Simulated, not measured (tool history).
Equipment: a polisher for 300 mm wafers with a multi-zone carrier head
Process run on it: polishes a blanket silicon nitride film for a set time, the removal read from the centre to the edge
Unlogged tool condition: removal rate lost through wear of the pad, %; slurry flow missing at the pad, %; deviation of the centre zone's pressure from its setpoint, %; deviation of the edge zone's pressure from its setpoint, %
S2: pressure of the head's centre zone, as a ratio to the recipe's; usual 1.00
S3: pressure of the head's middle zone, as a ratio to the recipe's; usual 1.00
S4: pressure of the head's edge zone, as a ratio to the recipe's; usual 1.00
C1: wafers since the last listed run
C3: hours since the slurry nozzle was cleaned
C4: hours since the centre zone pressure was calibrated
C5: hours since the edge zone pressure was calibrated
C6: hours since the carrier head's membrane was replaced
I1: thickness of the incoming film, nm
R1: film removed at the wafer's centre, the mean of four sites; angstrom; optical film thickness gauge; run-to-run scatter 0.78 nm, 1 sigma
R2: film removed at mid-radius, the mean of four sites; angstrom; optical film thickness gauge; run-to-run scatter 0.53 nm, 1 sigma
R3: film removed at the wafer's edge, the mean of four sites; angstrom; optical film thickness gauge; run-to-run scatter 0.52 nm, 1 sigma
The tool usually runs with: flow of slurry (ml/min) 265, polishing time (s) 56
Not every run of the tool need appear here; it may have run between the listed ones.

Run 1, hour 0.0: usual settings; C1 0; wafers polished on this pad 142; C3 444.7; C4 330.2; C5 507.8; C6 1894.4; I1 651.1. Result: R1 808 angstrom, R2 796 angstrom, R3 784 angstrom.
Run 2, hour 12.8: usual settings; C1 120; wafers polished on this pad 263; C3 457.5; C4 343.0; C5 520.6; C6 1907.2; I1 646.1. Result: R1 776 angstrom, R2 777 angstrom, R3 767 angstrom.
Run 3, hour 25.1: usual settings; C1 116; wafers polished on this pad 379; C3 469.8; C4 355.3; C5 532.9; C6 1919.5; I1 651.7. Result: R1 769 angstrom, R2 769 angstrom, R3 753 angstrom.
At hour 35.6: worn pad replaced by a new one.
Run 4, hour 36.1: usual settings but polishing time (s) 47; C1 66; wafers polished on this pad 4; C3 480.8; C4 366.3; C5 543.9; C6 1930.5; I1 644.1. Result: R1 673 angstrom, R2 684 angstrom, R3 659 angstrom.
Run 5, hour 51.1: usual settings but polishing time (s) 47; C1 141; wafers polished on this pad 146; C3 495.8; C4 381.3; C5 558.9; C6 1945.5; I1 650.7. Result: R1 677 angstrom, R2 670 angstrom, R3 652 angstrom.
Run 6, hour 64.4: usual settings but polishing time (s) 47; C1 125; wafers polished on this pad 272; C3 509.1; C4 394.6; C5 572.2; C6 1958.8; I1 650.4. Result: R1 656 angstrom, R2 667 angstrom, R3 646 angstrom.
Run 7, hour 71.2: usual settings; C1 64; wafers polished on this pad 336; C3 515.9; C4 401.4; C5 579.0; C6 1965.6; I1 651.6. Result: R1 770 angstrom, R2 781 angstrom, R3 764 angstrom.
At hour 86.3: centre zone pressure recalibrated.
At hour 87.4: worn pad replaced by a new one.
Run 8, hour 87.9: usual settings; C1 128; wafers polished on this pad 4; C3 532.6; C4 1.6; C5 595.7; C6 1982.3; I1 646.8. Result: R1 808 angstrom, R2 818 angstrom, R3 800 angstrom.
Run 9, hour 102.9: usual settings; C1 141; wafers polished on this pad 146; C3 547.6; C4 16.6; C5 610.7; C6 1997.3; I1 649.8. Result: R1 799 angstrom, R2 799 angstrom, R3 775 angstrom.
Run 10, hour 111.7: usual settings but S3 1.09, S4 0.92; C1 83; wafers polished on this pad 229; C3 556.4; C4 25.4; C5 619.5; C6 2006.1; I1 648.2. Result: R1 782 angstrom, R2 851 angstrom, R3 754 angstrom.
At hour 118.7: slurry nozzle cleaned.
Run 11, hour 119.2: usual settings but S3 1.09, S4 0.92; C1 61; wafers polished on this pad 291; C3 0.5; C4 32.9; C5 627.0; C6 2013.6; I1 647.1. Result: R1 777 angstrom, R2 837 angstrom, R3 739 angstrom.
At hour 135.7: worn pad replaced by a new one.
Run 12, hour 136.2: usual settings; C1 122; wafers polished on this pad 4; C3 17.5; C4 49.9; C5 644.0; C6 2030.6; I1 637.0. Result: R1 800 angstrom, R2 818 angstrom, R3 802 angstrom.
Run 13, hour 145.0: usual settings but S4 0.93; C1 83; wafers polished on this pad 87; C3 26.3; C4 58.7; C5 652.8; C6 2039.4; I1 660.9. Result: R1 808 angstrom, R2 811 angstrom, R3 771 angstrom.
Run 14, hour 151.3: usual settings but polishing time (s) 47; C1 59; wafers polished on this pad 146; C3 32.6; C4 65.0; C5 659.1; C6 2045.7; I1 647.1. Result: R1 672 angstrom, R2 673 angstrom, R3 664 angstrom.
At hour 161.0: carrier head's membrane replaced by a new one.
Run 15, hour 164.7: usual settings but flow of slurry (ml/min) 315, S4 0.89; C1 79; wafers polished on this pad 226; C3 46.0; C4 78.4; C5 672.5; C6 3.7; I1 660.1. Result: R1 816 angstrom, R2 804 angstrom, R3 750 angstrom.
At hour 167.3: edge zone pressure recalibrated.
Run 16, hour 177.4: usual settings but flow of slurry (ml/min) 225; C1 101; wafers polished on this pad 327; C3 58.7; C4 91.1; C5 10.1; C6 16.4; I1 660.9. Result: R1 747 angstrom, R2 753 angstrom, R3 744 angstrom.
At hour 195.1: worn pad replaced by a new one.
Run 17, hour 195.6: usual settings; C1 134; wafers polished on this pad 4; C3 76.9; C4 109.3; C5 28.3; C6 34.6; I1 645.6. Result: R1 814 angstrom, R2 810 angstrom, R3 784 angstrom.
Run 18, hour 201.2: usual settings but flow of slurry (ml/min) 230, S3 0.92, S4 1.08, polishing time (s) 74; C1 52; wafers polished on this pad 57; C3 82.5; C4 114.9; C5 33.9; C6 40.2; I1 658.9. Result: R1 1041 angstrom, R2 968 angstrom, R3 1054 angstrom.
Run 19, hour 209.2: usual settings but S3 1.06, S4 0.96; C1 75; wafers polished on this pad 132; C3 90.5; C4 122.9; C5 41.9; C6 48.2; I1 640.2. Result: R1 785 angstrom, R2 833 angstrom, R3 762 angstrom.
Run 20, hour 219.2: usual settings but flow of slurry (ml/min) 305, S2 1.04, S3 0.92, polishing time (s) 75; C1 94; wafers polished on this pad 227; C3 100.5; C4 132.9; C5 51.9; C6 58.2; I1 659.1. Result: R1 1106 angstrom, R2 999 angstrom, R3 1042 angstrom.
Run 21, hour 235.4: usual settings but flow of slurry (ml/min) 305, S2 1.04, S3 0.96, polishing time (s) 62; C1 153; wafers polished on this pad 380; C3 116.7; C4 149.1; C5 68.1; C6 74.4; I1 658.3. Result: R1 897 angstrom, R2 828 angstrom, R3 840 angstrom.
At hour 255.4: worn pad replaced by a new one.
Run 22, hour 255.9: usual settings but S2 1.06, polishing time (s) 46; C1 155; wafers polished on this pad 5; C3 137.2; C4 169.6; C5 88.6; C6 94.9; I1 644.8. Result: R1 690 angstrom, R2 664 angstrom, R3 647 angstrom.
Run 23, hour 262.2: usual settings; C1 59; wafers polished on this pad 64; C3 143.5; C4 175.9; C5 94.9; C6 101.2; I1 650.5. Result: R1 794 angstrom, R2 807 angstrom, R3 781 angstrom.

Describe how what the log doesn't record of the tool's condition differs between the last listed run preceding each entry between runs and the first listed run following it.
Logged between run 3 and run 4: worn pad replaced by a new one (hour 35.6)
  removal rate lost through wear of the pad, %: 5.14 -> 0.256
  measured minus no-state result, R1: -42 -> -2 angstrom; R2: -42 -> -1 angstrom; R3: -40 -> -1 angstrom
Logged between run 7 and run 8: centre zone pressure recalibrated (hour 86.3); worn pad replaced by a new one (hour 87.4)
  removal rate lost through wear of the pad, %: 4.56 -> 0.123
  measured minus no-state result, R1: -37 -> -1 angstrom; R2: -38 -> -1 angstrom; R3: -37 -> -1 angstrom
Logged between run 10 and run 11: slurry nozzle cleaned (hour 118.7)
  removal rate lost through wear of the pad, %: 3.04 -> 3.96
  measured minus no-state result, R1: -24 -> -32 angstrom; R2: -27 -> -34 angstrom; R3: -23 -> -30 angstrom
Logged between run 11 and run 12: worn pad replaced by a new one (hour 135.7)
  removal rate lost through wear of the pad, %: 3.96 -> 0.1
  measured minus no-state result, R1: -32 -> -1 angstrom; R2: -34 -> -1 angstrom; R3: -30 -> -1 angstrom
Logged between run 14 and run 15: carrier head's membrane replaced by a new one (hour 161.0)
  removal rate lost through wear of the pad, %: 1.95 -> 3.6
  measured minus no-state result, R1: -13 -> -30 angstrom; R2: -13 -> -30 angstrom; R3: -13 -> -28 angstrom
Logged between run 15 and run 16: edge zone pressure recalibrated (hour 167.3)
  removal rate lost through wear of the pad, %: 3.6 -> 5.15
  measured minus no-state result, R1: -30 -> -40 angstrom; R2: -30 -> -41 angstrom; R3: -28 -> -40 angstrom
Logged between run 16 and run 17: worn pad replaced by a new one (hour 195.1)
  removal rate lost through wear of the pad, %: 5.15 -> 0.845
  measured minus no-state result, R1: -40 -> -7 angstrom; R2: -41 -> -7 angstrom; R3: -40 -> -7 angstrom
Logged between run 21 and run 22: worn pad replaced by a new one (hour 255.4)
  removal rate lost through wear of the pad, %: 5.73 -> 1.07
  measured minus no-state result, R1: -54 -> -7 angstrom; R2: -50 -> -7 angstrom; R3: -51 -> -7 angstrom

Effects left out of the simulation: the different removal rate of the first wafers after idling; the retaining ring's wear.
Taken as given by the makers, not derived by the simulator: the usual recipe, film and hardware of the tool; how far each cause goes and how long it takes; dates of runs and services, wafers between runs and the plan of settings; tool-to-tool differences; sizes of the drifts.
